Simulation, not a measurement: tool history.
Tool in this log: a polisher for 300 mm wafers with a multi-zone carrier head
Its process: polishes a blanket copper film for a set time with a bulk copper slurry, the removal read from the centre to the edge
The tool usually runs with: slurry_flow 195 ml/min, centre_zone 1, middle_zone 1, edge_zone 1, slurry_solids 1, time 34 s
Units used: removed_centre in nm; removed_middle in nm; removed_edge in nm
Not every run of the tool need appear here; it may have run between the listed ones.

run   hour  slurry_flow  centre_zone  middle_zone  edge_zone  slurry_solids  time  incoming thickness of the incoming film, nm  removed_centre  removed_middle  removed_edge
  1      0          195            1            1          1              1    37                                         3222           521.8           525.9         506.2
  2   65.4          195            1            1          1              1    27                                         3282           376.9           381.7           377
  3  105.2          195            1            1          1              1    34                                       3259.7           477.6           485.8         483.4
  4  152.9          195            1            1          1              1    34                                         3263           473.1           482.7         481.2
  5  210.3          195            1            1          1              1    34                                       3220.9           474.2           485.3         491.1
  6  246.7          195         1.06            1          1              1    34                                         3309           501.8           485.6         473.3
     288.4  -- carrier head's membrane replaced by a new one
  7  288.9          195            1            1          1              1    25                                       3325.3           342.8           353.4         349.2
     310.9  -- worn pad replaced by a new one
  8  350.8          195            1            1          1              1    25                                       3229.4           341.5             360         343.1
     421.5  -- centre zone pressure recalibrated
  9  429.4          195            1            1          1              1    25                                       3275.5           361.9           354.7         360.5
 10  466.1          195            1            1          1              1    25                                       3222.2           357.8           352.9         353.5
     489.8  -- slurry nozzle cleaned
 11  496.2          195         1.07            1          1              1    34                                       3301.9           529.7             484           475
     585.5  -- worn pad replaced by a new one
 12  677.5          130            1         1.08       0.93              1    34                                       3335.3             443           477.6           442
 13  706.5          195            1            1          1              1    34                                       3267.1           481.7           483.5         479.4
     709.8  -- edge zone pressure recalibrated
 14  759.1          230            1         1.07          1            1.2    34                                       3303.4           505.6           543.6           494
 15  830.3          195         1.03            1          1              1    34                                       3310.5             501           483.2         467.1
     849.9  -- worn pad replaced by a new one
 16    873          195            1            1       0.91              1    25                                       3236.5           347.4           355.4         340.4
 17  923.3          195            1         1.06       0.94           0.85    24                                       3267.4           328.4           353.6         311.9

Run 18 comes next. What will it give?
 18  948.4          175            1            1          1              1    34                                       3308.3               ?               ?             ?

{"run 18": {"removed_centre": 460.4, "removed_middle": 473.1, "removed_edge": 468.1}}
On a tool with no hidden condition, and with the same random variation, this run would have come out at removed_centre 481.4 nm, removed_middle 473 nm, removed_edge 468.1 nm.

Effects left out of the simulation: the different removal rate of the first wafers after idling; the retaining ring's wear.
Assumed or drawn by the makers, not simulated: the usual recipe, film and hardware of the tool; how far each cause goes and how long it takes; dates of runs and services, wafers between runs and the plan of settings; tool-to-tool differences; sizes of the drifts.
